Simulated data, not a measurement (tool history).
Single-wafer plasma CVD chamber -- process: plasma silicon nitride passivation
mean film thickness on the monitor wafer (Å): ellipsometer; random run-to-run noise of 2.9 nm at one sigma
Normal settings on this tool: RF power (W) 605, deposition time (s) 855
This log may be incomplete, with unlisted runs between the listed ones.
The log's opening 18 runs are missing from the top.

run	hour	RF power (W)	deposition time (s)	read-back reference wafer on the same gauge, thickness_nm	mean film thickness on the monitor wafer (Å)
19	433.4	515	855	1260.469	12594.55
20	465.9	515	855	1259.679	12641.51
# hour 492.0: gauge calibrated
21	501.2	635	924	1259.417	14710.30
# hour 527.7: showerhead replaced
22	532.4	705	855	1260.766	14128.48
# hour 561.3: RF generator calibrated
23	561.8	605	855	1259.489	13361.30
24	590.2	495	855	1259.627	12416.88
25	617.3	655	918	1259.452	14789.95
26	645.0	515	986	1260.188	14546.76
27	670.4	715	1012	1260.084	16688.04
28	691.8	605	855	1260.151	13320.25
29	706.5	705	796	1259.676	13126.76
30	728.0	715	731	1260.248	12120.72
31	747.1	665	901	1259.565	14561.42
32	762.3	605	855	1260.409	13342.64
33	796.2	570	697	1260.239	10665.00
34	879.9	485	989	1260.625	14258.27
35	903.6	680	855	1260.032	13947.22
36	924.4	605	855	1260.539	13370.65
37	955.8	605	855	1260.771	13349.46
38	987.6	605	855	1260.501	13373.79
39	1022.6	500	966	1259.960	14074.17
40	1041.6	605	855	1260.215	13427.69
41	1057.0	605	855	1260.259	13353.28
42	1070.7	605	1009	1260.163	15761.36

What if the next run were any one of these 3? Each begins from the tool's condition after run 42:
A	1071.3	570	855	?	?
B	1071.3	605	747	?	?
C	1071.3	715	793	?	?

run	read-back reference wafer on the same gauge, thickness_nm	mean film thickness on the monitor wafer (Å)
A	1259.473	13104.88
B	1259.473	11694.30
C	1259.473	13157.99
The same runs, with their run-to-run variation unchanged, on a tool lacking any hidden condition would have given:
run	mean film thickness on the monitor wafer (Å)
A	13104.88
B	11694.30
C	13157.99
